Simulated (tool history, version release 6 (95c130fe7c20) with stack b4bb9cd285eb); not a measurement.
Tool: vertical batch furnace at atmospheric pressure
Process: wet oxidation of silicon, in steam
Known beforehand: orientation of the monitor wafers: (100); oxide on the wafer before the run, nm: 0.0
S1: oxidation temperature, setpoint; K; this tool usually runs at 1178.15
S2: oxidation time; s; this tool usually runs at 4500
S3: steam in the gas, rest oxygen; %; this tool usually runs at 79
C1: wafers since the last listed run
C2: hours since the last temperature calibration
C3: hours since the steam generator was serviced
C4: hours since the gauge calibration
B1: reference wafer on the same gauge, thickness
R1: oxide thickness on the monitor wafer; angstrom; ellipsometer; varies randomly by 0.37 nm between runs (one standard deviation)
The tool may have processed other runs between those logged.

run    hour       S1    S2  S3   C1      C2      C3      C4      B1      R1
  1     0.0  1161.15  4500  79    0  3183.8  3013.2  1001.3  219.10  1432.8
  2    63.1  1161.15  4500  79  815  3246.9  3076.3  1064.4  219.15  1430.0
  3   131.6  1161.15  4500  79  885  3315.4  3144.8  1132.9  219.00  1426.7
  4   198.1  1185.15  5250  79  859  3381.9  3211.3  1199.4  219.12  2274.4
  5   251.6  1185.15  5250  79  691  3435.4  3264.8  1252.9  219.04  2267.6
  6   317.7  1185.15  5250  79  854  3501.5  3330.9  1319.0  219.02  2268.5
  7   370.7  1178.15  4500  79  685  3554.5  3383.9  1372.0  219.05  1824.8
  8   422.5  1178.15  5610  79  669  3606.3  3435.7  1423.8  219.05  2210.0
  9   456.6  1178.15  5610  79  440  3640.4  3469.8  1457.9  218.95  2203.4
 10   520.1  1178.15  4500  79  820  3703.9  3533.3  1521.4  219.02  1818.4
 11   557.5  1178.15  3960  79  483  3741.3  3570.7  1558.8  219.06  1627.8
      608.0  -- steam generator serviced
 12   619.6  1178.15  3960  79  492  3803.4    11.6  1620.9  218.98  1684.5
      686.6  -- thermocouples replaced and temperature profile calibrated
 13   687.1  1178.15  4500  79  562     0.5    79.1  1688.4  219.05  1839.8
      725.9  -- gauge calibrated
 14   727.5  1178.15  4500  79  522    40.9   119.5     1.6  219.02  1838.2
 15   787.9  1167.15  4500  79  780   101.3   179.9    62.0  218.95  1578.5
 16   856.7  1188.15  4500  79  889   170.1   248.7   130.8  218.95  2075.8
 17   924.9  1178.15  4500  79  881   238.3   316.9   199.0  219.06  1842.4
 18   983.8  1178.15  4500  79  761   297.2   375.8   257.9  218.98  1832.7
 19  1027.9  1178.15  5910  84  570   341.3   419.9   302.0  218.94  2452.7
 20  1064.3  1154.15  3180  73  470   377.7   456.3   338.4  218.94   866.2
 21  1099.7  1178.15  2760  79  457   413.1   491.7   373.8  219.03  1186.1
 22  1147.9  1161.15  5730  79  623   461.3   539.9   422.0  219.05  1795.0
 23  1172.4  1160.15  2400  79  316   485.8   564.4   446.5  219.01   788.9
 24  1199.0  1188.15  4500  85  343   512.4   591.0   473.1  219.01  2213.8
 25  1254.0  1178.15  4500  79  711   567.4   646.0   528.1  219.05  1842.6
 26  1292.7  1197.15  2910  84  500   606.1   684.7   566.8  218.96  1668.2
 27  1353.7  1178.15  4500  85  788   667.1   745.7   627.8  218.93  1971.3
 28  1379.3  1188.15  4500  79  330   692.7   771.3   653.4  219.03  2078.7
 29  1425.0  1202.15  4500  79  590   738.4   817.0   699.1  219.07  2418.1

Difference, measured minus no-hidden-state, one row per run. Run-to-run variation is common to both terms; the gauge's own scatter need not be:
The hidden state here: true tube temperature minus thermocouple reading, K; steam share off its setpoint, % of the setpoint; gauge reads high (%).
run     R1
  1   +1.0
  2   +0.9
  3   +0.8
  4  -11.8
  5  -12.3
  6  -13.0
  7   -6.6
  8   -9.3
  9   -9.6
 10   -7.6
 11   -6.7
 12  +48.6
 13  +12.3
 14  +12.2
 15  +12.7
 16  +10.6
 17  +12.0
 18  +11.9
 19  +14.5
 20   +8.1
 21   +8.3
 22  +14.2
 23   +7.1
 24  +10.4
 25  +11.5
 26   +7.2
 27  +11.9
 28   +9.4
 29   +8.2
